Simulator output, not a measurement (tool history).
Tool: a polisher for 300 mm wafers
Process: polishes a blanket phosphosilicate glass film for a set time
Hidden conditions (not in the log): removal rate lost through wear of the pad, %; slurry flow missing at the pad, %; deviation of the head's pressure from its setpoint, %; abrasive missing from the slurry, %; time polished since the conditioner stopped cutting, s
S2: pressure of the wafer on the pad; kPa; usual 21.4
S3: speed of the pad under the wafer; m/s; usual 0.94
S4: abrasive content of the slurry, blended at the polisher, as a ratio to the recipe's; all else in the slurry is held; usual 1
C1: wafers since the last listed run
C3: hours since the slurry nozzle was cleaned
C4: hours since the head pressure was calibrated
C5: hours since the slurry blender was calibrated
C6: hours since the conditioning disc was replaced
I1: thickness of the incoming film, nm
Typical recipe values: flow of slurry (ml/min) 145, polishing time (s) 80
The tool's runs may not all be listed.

Run 1, day 0: usual settings but S3 0.82 m/s, S4 0.75; C1 0; wafers polished on this pad 2836; C3 453.3; C4 984.2; C5 277.1; C6 374.6; I1 3668.3. Result: film removed (Å) 4746.
At day 0.454: slurry nozzle cleaned.
At day 2.438: conditioning disc replaced and pad reconditioned.
Run 2, day 3.833: usual settings but S3 0.78 m/s; C1 815; wafers polished on this pad 3651; C3 81.1; C4 1076.2; C5 369.1; C6 33.5; I1 3678.9. Result: film removed (Å) 5336.
At day 4.683: slurry blender recalibrated.
At day 4.708: worn pad replaced by a new one.
Run 3, day 9.075: usual settings; C1 1129; wafers polished on this pad 960; C3 206.9; C4 1202; C5 105.4; C6 159.3; I1 3660.7. Result: film removed (Å) 6027.
Run 4, day 12.821: usual settings; C1 823; wafers polished on this pad 1784; C3 296.8; C4 1291.9; C5 195.3; C6 249.2; I1 3670.7. Result: film removed (Å) 5966.
At day 15.912: head pressure recalibrated.
At day 15.958: slurry nozzle cleaned.
Run 5, day 16.629: usual settings; C1 810; wafers polished on this pad 2594; C3 16.1; C4 17.2; C5 286.7; C6 340.6; I1 3673.6. Result: film removed (Å) 6011.
Run 6, day 19.046: usual settings but flow of slurry (ml/min) 125, S4 1.15; C1 531; wafers polished on this pad 3126; C3 74.1; C4 75.2; C5 344.7; C6 398.6; I1 3621.4. Result: film removed (Å) 6290.
At day 19.142: conditioning disc replaced and pad reconditioned.
At day 19.446: slurry blender recalibrated.
At day 21.242: worn pad replaced by a new one.
Run 7, day 21.729: usual settings but flow of slurry (ml/min) 125, S4 1.15; C1 516; wafers polished on this pad 107; C3 138.5; C4 139.6; C5 54.8; C6 62.1; I1 3708.2. Result: film removed (Å) 6272.
Run 8, day 24.138: usual settings; C1 529; wafers polished on this pad 637; C3 196.3; C4 197.4; C5 112.6; C6 119.9; I1 3633.4. Result: film removed (Å) 5948.
Run 9, day 25.888: usual settings; C1 384; wafers polished on this pad 1022; C3 238.3; C4 239.4; C5 154.6; C6 161.9; I1 3677.6. Result: film removed (Å) 6099.
Run 10, day 27.558: usual settings; C1 367; wafers polished on this pad 1389; C3 278.4; C4 279.5; C5 194.7; C6 202; I1 3684.6. Result: film removed (Å) 6063.
Run 11, day 29.129: usual settings but flow of slurry (ml/min) 190, S3 1.04 m/s, S4 0.8; C1 345; wafers polished on this pad 1735; C3 316.1; C4 317.2; C5 232.4; C6 239.7; I1 3612. Result: film removed (Å) 5909.
At day 30.4: slurry nozzle cleaned.
Run 12, day 31.158: usual settings but flow of slurry (ml/min) 175, S2 24.8 kPa, S3 0.76 m/s, polishing time (s) 93; C1 437; wafers polished on this pad 2172; C3 18.2; C4 365.9; C5 281.1; C6 288.4; I1 3673. Result: film removed (Å) 7228.
At day 33.588: conditioning disc replaced and pad reconditioned.
Run 13, day 33.808: usual settings but flow of slurry (ml/min) 175, S2 24.8 kPa, S3 0.76 m/s, polishing time (s) 93; C1 564; wafers polished on this pad 2736; C3 81.8; C4 429.5; C5 344.7; C6 5.3; I1 3627.4. Result: film removed (Å) 7389.
Run 14, day 35.35: usual settings but flow of slurry (ml/min) 170, S2 26.2 kPa; C1 339; wafers polished on this pad 3075; C3 118.8; C4 466.5; C5 381.7; C6 42.3; I1 3604.9. Result: film removed (Å) 7514.
At day 35.629: worn pad replaced by a new one.
At day 36.692: slurry blender recalibrated.
Run 15, day 37.183: usual settings; C1 348; wafers polished on this pad 323; C3 162.8; C4 510.5; C5 11.8; C6 86.3; I1 3641.3. Result: film removed (Å) 5967.
Run 16, day 39.138: usual settings but flow of slurry (ml/min) 185, S2 24.8 kPa, S3 1.08 m/s, polishing time (s) 89; C1 429; wafers polished on this pad 753; C3 209.7; C4 557.4; C5 58.7; C6 133.2; I1 3695.5. Result: film removed (Å) 8448.
Run 17, day 41.183: usual settings; C1 449; wafers polished on this pad 1203; C3 258.8; C4 606.5; C5 107.8; C6 182.3; I1 3644. Result: film removed (Å) 5967.
Run 18, day 43.679: usual settings; C1 548; wafers polished on this pad 1751; C3 318.7; C4 666.4; C5 167.7; C6 242.2; I1 3617.6. Result: film removed (Å) 5954.
Run 19, day 46.079: usual settings; C1 527; wafers polished on this pad 2279; C3 376.3; C4 724; C5 225.3; C6 299.8; I1 3660.3. Result: film removed (Å) 5975.
At day 48.658: slurry nozzle cleaned.
At day 49.75: worn pad replaced by a new one.
Run 20, day 49.771: usual settings but flow of slurry (ml/min) 130, S3 1.16 m/s; C1 766; wafers polished on this pad 4; C3 26.7; C4 812.6; C5 313.9; C6 388.4; I1 3677.5. Result: film removed (Å) 6696.

For run 21, what comes out?
At day 49.912: conditioning disc replaced and pad reconditioned.
At day 51.125: slurry blender recalibrated.
Run 21, day 53.417: usual settings; C1 765; wafers polished on this pad 769; C3 114.2; C4 900.1; C5 55; C6 84.1; I1 3626. Result: film removed (Å) ?.

Run 21 gave film removed (Å) 6054.
The same run, on a tool lacking any hidden state, would have yielded film removed (Å) 6054.

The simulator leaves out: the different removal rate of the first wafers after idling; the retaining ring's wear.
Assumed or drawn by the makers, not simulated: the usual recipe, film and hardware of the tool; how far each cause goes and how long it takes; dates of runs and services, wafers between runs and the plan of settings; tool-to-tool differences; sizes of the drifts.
